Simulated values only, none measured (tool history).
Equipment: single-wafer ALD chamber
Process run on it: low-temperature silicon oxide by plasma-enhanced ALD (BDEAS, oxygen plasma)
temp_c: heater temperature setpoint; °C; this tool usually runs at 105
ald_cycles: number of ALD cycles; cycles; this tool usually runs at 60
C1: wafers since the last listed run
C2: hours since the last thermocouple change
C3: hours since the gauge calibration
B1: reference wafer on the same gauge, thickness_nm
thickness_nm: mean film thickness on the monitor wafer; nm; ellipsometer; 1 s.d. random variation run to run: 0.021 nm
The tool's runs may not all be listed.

Run 1, hour 0: usual settings; C1 0; C2 2260.7; C3 308.6; B1 9.959. Result: thickness_nm 8.58 nm.
Run 2, hour 8.1: usual settings but ald_cycles 66 cycles; C1 34; C2 2268.8; C3 316.7; B1 9.958. Result: thickness_nm 9.482 nm.
Run 3, hour 25.9: usual settings but ald_cycles 66 cycles; C1 76; C2 2286.6; C3 334.5; B1 9.961. Result: thickness_nm 9.468 nm.
Run 4, hour 33.1: usual settings but ald_cycles 55 cycles; C1 31; C2 2293.8; C3 341.7; B1 9.957. Result: thickness_nm 7.887 nm.
Run 5, hour 49.1: usual settings but ald_cycles 55 cycles; C1 68; C2 2309.8; C3 357.7; B1 9.966. Result: thickness_nm 7.889 nm.
Run 6, hour 61.8: usual settings; C1 54; C2 2322.5; C3 370.4; B1 9.983. Result: thickness_nm 8.612 nm.
Run 7, hour 68: usual settings; C1 26; C2 2328.7; C3 376.6; B1 9.968. Result: thickness_nm 8.588 nm.
Run 8, hour 78.2: usual settings but temp_c 95 °C; C1 43; C2 2338.9; C3 386.8; B1 9.989. Result: thickness_nm 8.889 nm.
Run 9, hour 94.2: usual settings but temp_c 95 °C; C1 68; C2 2354.9; C3 402.8; B1 9.975. Result: thickness_nm 8.93 nm.
Run 10, hour 107.4: usual settings but temp_c 95 °C; C1 56; C2 2368.1; C3 416; B1 9.997. Result: thickness_nm 8.9 nm.
Run 11, hour 124.4: usual settings; C1 73; C2 2385.1; C3 433; B1 10.003. Result: thickness_nm 8.632 nm.
At hour 166.1: gauge calibrated.
Run 12, hour 176.7: usual settings; C1 225; C2 2437.4; C3 10.6; B1 9.884. Result: thickness_nm 8.548 nm.
Run 13, hour 191.4: usual settings; C1 63; C2 2452.1; C3 25.3; B1 9.887. Result: thickness_nm 8.515 nm.
Run 14, hour 198.5: usual settings but ald_cycles 63 cycles; C1 30; C2 2459.2; C3 32.4; B1 9.898. Result: thickness_nm 8.956 nm.
Run 15, hour 206.3: usual settings but ald_cycles 63 cycles; C1 33; C2 2467; C3 40.2; B1 9.894. Result: thickness_nm 8.954 nm.
Run 16, hour 218.6: usual settings but temp_c 113 °C, ald_cycles 72 cycles; C1 53; C2 2479.3; C3 52.5; B1 9.908. Result: thickness_nm 10.144 nm.
Run 17, hour 250.6: usual settings but temp_c 94 °C; C1 137; C2 2511.3; C3 84.5; B1 9.923. Result: thickness_nm 8.902 nm.
Run 18, hour 259.1: usual settings but temp_c 92 °C; C1 36; C2 2519.8; C3 93; B1 9.921. Result: thickness_nm 8.974 nm.
Run 19, hour 266.5: usual settings but temp_c 111 °C, ald_cycles 55 cycles; C1 31; C2 2527.2; C3 100.4; B1 9.924. Result: thickness_nm 7.792 nm.
At hour 313.5: thermocouple changed; heater temperature recalibrated.
Run 20, hour 314: usual settings but temp_c 117 °C, ald_cycles 55 cycles; C1 170; C2 0.5; C3 147.9; B1 9.941. Result: thickness_nm 7.696 nm.
Run 21, hour 323.5: usual settings; C1 40; C2 10; C3 157.4; B1 9.944. Result: thickness_nm 8.584 nm.
Run 22, hour 337.5: usual settings but ald_cycles 63 cycles; C1 60; C2 24; C3 171.4; B1 9.953. Result: thickness_nm 9.045 nm.
Run 23, hour 347.4: usual settings but temp_c 113 °C, ald_cycles 51 cycles; C1 42; C2 33.9; C3 181.3; B1 9.964. Result: thickness_nm 7.21 nm.
Run 24, hour 361.7: usual settings but temp_c 114 °C, ald_cycles 54 cycles; C1 61; C2 48.2; C3 195.6; B1 9.972. Result: thickness_nm 7.559 nm.
Run 25, hour 376.1: usual settings; C1 62; C2 62.6; C3 210; B1 9.967. Result: thickness_nm 8.559 nm.
Run 26, hour 390.6: usual settings but temp_c 96 °C; C1 62; C2 77.1; C3 224.5; B1 9.972. Result: thickness_nm 8.852 nm.
Run 27, hour 400.5: usual settings; C1 42; C2 87; C3 234.4; B1 9.975. Result: thickness_nm 8.632 nm.
Run 28, hour 414.1: usual settings; C1 58; C2 100.6; C3 248; B1 9.981. Result: thickness_nm 8.61 nm.
Run 29, hour 422.9: usual settings but temp_c 116 °C, ald_cycles 49 cycles; C1 37; C2 109.4; C3 256.8; B1 9.984. Result: thickness_nm 6.883 nm.
Run 30, hour 438.8: usual settings but temp_c 115 °C, ald_cycles 57 cycles; C1 68; C2 125.3; C3 272.7; B1 9.99. Result: thickness_nm 8.003 nm.

Across each entry between runs, compare the hidden state at the last listed run before it with the hidden state at the first listed run after it:
In the gap between runs 11 and 12: gauge calibrated (hour 166.1)
  gauge reads high (%): 1.43 -> 0.286
  measured minus no-state result, thickness_nm: +0.121 -> +0.024 nm
In the gap between runs 19 and 20: thermocouple changed; heater temperature recalibrated (hour 313.5)
  gauge reads high (%): 0.645 -> 0.835
  measured minus no-state result, thickness_nm: +0.05 -> +0.063 nm
